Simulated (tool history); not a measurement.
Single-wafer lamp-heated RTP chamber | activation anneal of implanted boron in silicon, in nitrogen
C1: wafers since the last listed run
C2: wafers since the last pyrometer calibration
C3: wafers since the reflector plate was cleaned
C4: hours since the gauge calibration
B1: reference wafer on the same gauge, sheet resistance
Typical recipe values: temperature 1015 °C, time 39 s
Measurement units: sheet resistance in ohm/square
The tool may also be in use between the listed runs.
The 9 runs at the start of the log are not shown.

{"run": 10, "hour": 103.1, "temperature": 997, "time": 39, "C1": 107, "C2": 4357, "C3": 4665, "C4": 275.5, "B1": 217.01, "sheet resistance": 185.67}
{"run": 11, "hour": 111.0, "temperature": 997, "time": 39, "C1": 58, "C2": 4416, "C3": 4724, "C4": 283.4, "B1": 217, "sheet resistance": 185.62}
{"hour": 123.5, "done": "pyrometer window cleaned and pyrometer calibrated"}
{"run": 12, "hour": 128.9, "temperature": 1030, "time": 44, "C1": 73, "C2": 40, "C3": 4797, "C4": 301.3, "B1": 217.05, "sheet resistance": 181.49}
{"run": 13, "hour": 135.1, "temperature": 1015, "time": 39, "C1": 46, "C2": 86, "C3": 4843, "C4": 307.5, "B1": 217.04, "sheet resistance": 184.62}
{"run": 14, "hour": 143.8, "temperature": 1015, "time": 39, "C1": 64, "C2": 151, "C3": 4908, "C4": 316.2, "B1": 217.06, "sheet resistance": 184.31}
{"run": 15, "hour": 150.9, "temperature": 1015, "time": 39, "C1": 52, "C2": 203, "C3": 4961, "C4": 323.3, "B1": 216.99, "sheet resistance": 184.04}
{"hour": 161.9, "done": "reflector plate cleaned"}
{"run": 16, "hour": 162.4, "temperature": 1015, "time": 39, "C1": 26, "C2": 229, "C3": 3, "C4": 334.8, "B1": 217.07, "sheet resistance": 184.38}
{"run": 17, "hour": 167.2, "temperature": 1015, "time": 39, "C1": 35, "C2": 265, "C3": 39, "C4": 339.6, "B1": 217.03, "sheet resistance": 184.54}
{"run": 18, "hour": 173.6, "temperature": 1015, "time": 39, "C1": 47, "C2": 313, "C3": 87, "C4": 346, "B1": 216.95, "sheet resistance": 184.26}
{"run": 19, "hour": 183.1, "temperature": 1015, "time": 39, "C1": 70, "C2": 383, "C3": 157, "C4": 355.5, "B1": 216.96, "sheet resistance": 183.88}
{"run": 20, "hour": 206.4, "temperature": 1015, "time": 16, "C1": 173, "C2": 557, "C3": 330, "C4": 378.8, "B1": 217.01, "sheet resistance": 186.85}
{"run": 21, "hour": 221.1, "temperature": 1023, "time": 57, "C1": 109, "C2": 666, "C3": 440, "C4": 393.5, "B1": 217.02, "sheet resistance": 181.08}
{"run": 22, "hour": 235.3, "temperature": 999, "time": 47, "C1": 105, "C2": 772, "C3": 545, "C4": 407.7, "B1": 217.04, "sheet resistance": 186.83}
{"run": 23, "hour": 251.8, "temperature": 1015, "time": 39, "C1": 122, "C2": 894, "C3": 668, "C4": 424.2, "B1": 217.04, "sheet resistance": 183.73}
{"run": 24, "hour": 263.2, "temperature": 1037, "time": 54, "C1": 84, "C2": 979, "C3": 753, "C4": 435.6, "B1": 216.99, "sheet resistance": 179.51}
{"hour": 271.8, "done": "gauge calibrated"}
{"run": 25, "hour": 272.9, "temperature": 996, "time": 51, "C1": 72, "C2": 1051, "C3": 825, "C4": 1.1, "B1": 217.1, "sheet resistance": 186.97}
{"run": 26, "hour": 280.4, "temperature": 1034, "time": 54, "C1": 55, "C2": 1107, "C3": 881, "C4": 8.6, "B1": 217.03, "sheet resistance": 180.04}
{"run": 27, "hour": 287.7, "temperature": 1015, "time": 39, "C1": 54, "C2": 1161, "C3": 935, "C4": 15.9, "B1": 217.04, "sheet resistance": 183.77}

Expected results for the next run?
{"run": 28, "hour": 294.8, "temperature": 1015, "time": 39, "C1": 52, "C2": 1214, "C3": 988, "C4": 23, "B1": "?", "sheet resistance": "?"}

B1: 216.96
sheet resistance: 183.79 ohm/square
Take away the tool's hidden state, keep the run-to-run variation as it was, and the same run would have given sheet resistance 184.27 ohm/square.

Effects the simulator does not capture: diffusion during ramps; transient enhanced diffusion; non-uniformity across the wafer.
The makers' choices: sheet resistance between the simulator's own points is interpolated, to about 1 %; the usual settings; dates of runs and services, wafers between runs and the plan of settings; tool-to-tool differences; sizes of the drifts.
